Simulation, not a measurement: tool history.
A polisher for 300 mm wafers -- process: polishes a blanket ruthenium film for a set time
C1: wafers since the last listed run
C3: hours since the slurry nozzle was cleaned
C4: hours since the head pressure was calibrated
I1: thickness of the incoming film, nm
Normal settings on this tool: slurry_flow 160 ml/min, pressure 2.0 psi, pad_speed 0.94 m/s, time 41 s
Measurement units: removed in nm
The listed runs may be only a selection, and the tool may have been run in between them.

{"run": 1, "hour": 0.0, "slurry_flow": 160, "pressure": 2.0, "pad_speed": 0.94, "time": 41, "C1": 0, "wafers polished on this pad": 453, "C3": 200.2, "C4": 499.5, "I1": 420.6, "removed": 48.6}
{"run": 2, "hour": 68.4, "slurry_flow": 160, "pressure": 1.6, "pad_speed": 0.94, "time": 41, "C1": 710, "wafers polished on this pad": 1164, "C3": 268.6, "C4": 567.9, "I1": 421.6, "removed": 37.7}
{"hour": 86.0, "done": "slurry nozzle cleaned"}
{"run": 3, "hour": 121.5, "slurry_flow": 160, "pressure": 1.6, "pad_speed": 0.94, "time": 41, "C1": 541, "wafers polished on this pad": 1706, "C3": 35.5, "C4": 621.0, "I1": 417.8, "removed": 37.4}
{"run": 4, "hour": 170.7, "slurry_flow": 160, "pressure": 1.6, "pad_speed": 0.94, "time": 41, "C1": 511, "wafers polished on this pad": 2217, "C3": 84.7, "C4": 670.2, "I1": 423.2, "removed": 35.8}
{"hour": 200.5, "done": "worn pad replaced by a new one"}
{"run": 5, "hour": 215.4, "slurry_flow": 160, "pressure": 2.0, "pad_speed": 0.8, "time": 41, "C1": 423, "wafers polished on this pad": 155, "C3": 129.4, "C4": 714.9, "I1": 422.4, "removed": 41.1}
{"run": 6, "hour": 276.3, "slurry_flow": 160, "pressure": 2.0, "pad_speed": 0.94, "time": 41, "C1": 633, "wafers polished on this pad": 788, "C3": 190.3, "C4": 775.8, "I1": 419.7, "removed": 49.0}
{"run": 7, "hour": 344.9, "slurry_flow": 160, "pressure": 2.0, "pad_speed": 0.94, "time": 41, "C1": 713, "wafers polished on this pad": 1501, "C3": 258.9, "C4": 844.4, "I1": 428.8, "removed": 46.9}
{"hour": 387.8, "done": "slurry nozzle cleaned"}
{"run": 8, "hour": 410.7, "slurry_flow": 160, "pressure": 2.0, "pad_speed": 0.94, "time": 41, "C1": 673, "wafers polished on this pad": 2174, "C3": 22.9, "C4": 910.2, "I1": 419.6, "removed": 45.8}
{"hour": 454.7, "done": "worn pad replaced by a new one"}
{"run": 9, "hour": 469.4, "slurry_flow": 160, "pressure": 2.0, "pad_speed": 0.94, "time": 41, "C1": 568, "wafers polished on this pad": 153, "C3": 81.6, "C4": 968.9, "I1": 420.8, "removed": 48.4}
{"run": 10, "hour": 530.1, "slurry_flow": 160, "pressure": 2.0, "pad_speed": 0.94, "time": 41, "C1": 630, "wafers polished on this pad": 784, "C3": 142.3, "C4": 1029.6, "I1": 417.3, "removed": 47.7}
{"run": 11, "hour": 596.7, "slurry_flow": 160, "pressure": 2.0, "pad_speed": 0.94, "time": 46, "C1": 692, "wafers polished on this pad": 1476, "C3": 208.9, "C4": 1096.2, "I1": 415.8, "removed": 53.1}

Predict the results of run 12:
{"run": 12, "hour": 621.7, "slurry_flow": 160, "pressure": 2.0, "pad_speed": 0.94, "time": 41, "C1": 259, "wafers polished on this pad": 1736, "C3": 233.9, "C4": 1121.2, "I1": 416.9, "removed": "?"}

{"run 12": {"removed": 46.5}}
With the hidden condition absent and the run-to-run variation left alone, this run would have shown removed 48.5 nm.

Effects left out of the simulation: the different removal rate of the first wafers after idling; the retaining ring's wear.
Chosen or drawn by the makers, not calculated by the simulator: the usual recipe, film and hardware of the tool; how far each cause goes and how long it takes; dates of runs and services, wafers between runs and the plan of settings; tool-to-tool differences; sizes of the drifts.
